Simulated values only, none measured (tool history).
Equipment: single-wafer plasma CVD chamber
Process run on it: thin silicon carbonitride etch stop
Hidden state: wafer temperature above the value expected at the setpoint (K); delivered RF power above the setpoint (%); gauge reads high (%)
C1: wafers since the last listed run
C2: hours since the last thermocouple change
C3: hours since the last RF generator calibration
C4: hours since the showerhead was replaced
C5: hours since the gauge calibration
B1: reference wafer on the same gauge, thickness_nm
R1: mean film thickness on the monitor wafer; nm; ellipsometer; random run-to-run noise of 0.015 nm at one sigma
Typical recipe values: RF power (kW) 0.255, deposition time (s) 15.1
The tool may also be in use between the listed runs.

run 1 hour=0.0 | RF_power_(kW)=0.255 deposition_time_(s)=15.1 | C1=0 C2=1660.5 C3=1864.5 C4=2709.2 C5=73.4 | B1=10.435 | R1=9.899
run 2 hour=9.7 | RF_power_(kW)=0.255 deposition_time_(s)=15.1 | C1=155 C2=1670.2 C3=1874.2 C4=2718.9 C5=83.1 | B1=10.423 | R1=9.906
run 3 hour=16.1 | RF_power_(kW)=0.255 deposition_time_(s)=15.1 | C1=102 C2=1676.6 C3=1880.6 C4=2725.3 C5=89.5 | B1=10.424 | R1=9.869
run 4 hour=30.1 | RF_power_(kW)=0.255 deposition_time_(s)=17.0 | C1=225 C2=1690.6 C3=1894.6 C4=2739.3 C5=103.5 | B1=10.425 | R1=11.139
run 5 hour=37.3 | RF_power_(kW)=0.255 deposition_time_(s)=13.3 | C1=115 C2=1697.8 C3=1901.8 C4=2746.5 C5=110.7 | B1=10.416 | R1=8.697
run 6 hour=52.4 | RF_power_(kW)=0.255 deposition_time_(s)=13.3 | C1=242 C2=1712.9 C3=1916.9 C4=2761.6 C5=125.8 | B1=10.408 | R1=8.693
run 7 hour=68.9 | RF_power_(kW)=0.255 deposition_time_(s)=15.1 | C1=265 C2=1729.4 C3=1933.4 C4=2778.1 C5=142.3 | B1=10.400 | R1=9.863
-- hour=78.0 gauge calibrated
run 8 hour=85.0 | RF_power_(kW)=0.255 deposition_time_(s)=15.1 | C1=258 C2=1745.5 C3=1949.5 C4=2794.2 C5=7.0 | B1=10.484 | R1=9.932
run 9 hour=91.1 | RF_power_(kW)=0.255 deposition_time_(s)=15.1 | C1=98 C2=1751.6 C3=1955.6 C4=2800.3 C5=13.1 | B1=10.465 | R1=9.940
run 10 hour=107.4 | RF_power_(kW)=0.295 deposition_time_(s)=13.4 | C1=261 C2=1767.9 C3=1971.9 C4=2816.6 C5=29.4 | B1=10.471 | R1=9.174
-- hour=125.6 RF generator calibrated
-- hour=127.9 thermocouple changed; heater temperature recalibrated
run 11 hour=128.4 | RF_power_(kW)=0.230 deposition_time_(s)=16.9 | C1=172 C2=0.5 C3=2.8 C4=2837.6 C5=50.4 | B1=10.459 | R1=10.820
run 12 hour=138.2 | RF_power_(kW)=0.275 deposition_time_(s)=18.0 | C1=157 C2=10.3 C3=12.6 C4=2847.4 C5=60.2 | B1=10.454 | R1=12.060
run 13 hour=148.4 | RF_power_(kW)=0.270 deposition_time_(s)=15.1 | C1=163 C2=20.5 C3=22.8 C4=2857.6 C5=70.4 | B1=10.446 | R1=10.059
-- hour=168.2 showerhead replaced
run 14 hour=168.7 | RF_power_(kW)=0.280 deposition_time_(s)=15.1 | C1=197 C2=40.8 C3=43.1 C4=0.5 C5=90.7 | B1=10.440 | R1=10.184
run 15 hour=180.6 | RF_power_(kW)=0.255 deposition_time_(s)=15.1 | C1=191 C2=52.7 C3=55.0 C4=12.4 C5=102.6 | B1=10.434 | R1=9.881
run 16 hour=187.7 | RF_power_(kW)=0.255 deposition_time_(s)=15.1 | C1=114 C2=59.8 C3=62.1 C4=19.5 C5=109.7 | B1=10.443 | R1=9.917
run 17 hour=200.2 | RF_power_(kW)=0.255 deposition_time_(s)=13.8 | C1=200 C2=72.3 C3=74.6 C4=32.0 C5=122.2 | B1=10.429 | R1=9.030
run 18 hour=211.6 | RF_power_(kW)=0.240 deposition_time_(s)=14.0 | C1=183 C2=83.7 C3=86.0 C4=43.4 C5=133.6 | B1=10.425 | R1=9.034
-- hour=217.2 gauge calibrated
run 19 hour=224.1 | RF_power_(kW)=0.205 deposition_time_(s)=13.8 | C1=200 C2=96.2 C3=98.5 C4=55.9 C5=6.9 | B1=10.468 | R1=8.556

Forecast each of these 5 alternatives for the next run:
run A hour=224.5 | RF_power_(kW)=0.230 deposition_time_(s)=15.1 | C1=6 C2=96.6 C3=98.9 C4=56.3 C5=7.3 | B1=? | R1=?
run B hour=224.5 | RF_power_(kW)=0.240 deposition_time_(s)=13.2 | C1=6 C2=96.6 C3=98.9 C4=56.3 C5=7.3 | B1=? | R1=?
run C hour=224.5 | RF_power_(kW)=0.280 deposition_time_(s)=13.3 | C1=6 C2=96.6 C3=98.9 C4=56.3 C5=7.3 | B1=? | R1=?
run D hour=224.5 | RF_power_(kW)=0.285 deposition_time_(s)=13.3 | C1=6 C2=96.6 C3=98.9 C4=56.3 C5=7.3 | B1=? | R1=?
run E hour=224.5 | RF_power_(kW)=0.300 deposition_time_(s)=16.3 | C1=6 C2=96.6 C3=98.9 C4=56.3 C5=7.3 | B1=? | R1=?

run=A B1=10.459 R1=9.663
run=B B1=10.459 R1=8.544
run=C B1=10.459 R1=8.976
run=D B1=10.459 R1=9.020
run=E B1=10.459 R1=11.211
Had the tool no hidden state, the same runs would have come out as:
run=A R1=9.665
run=B R1=8.545
run=C R1=8.977
run=D R1=9.021
run=E R1=11.212
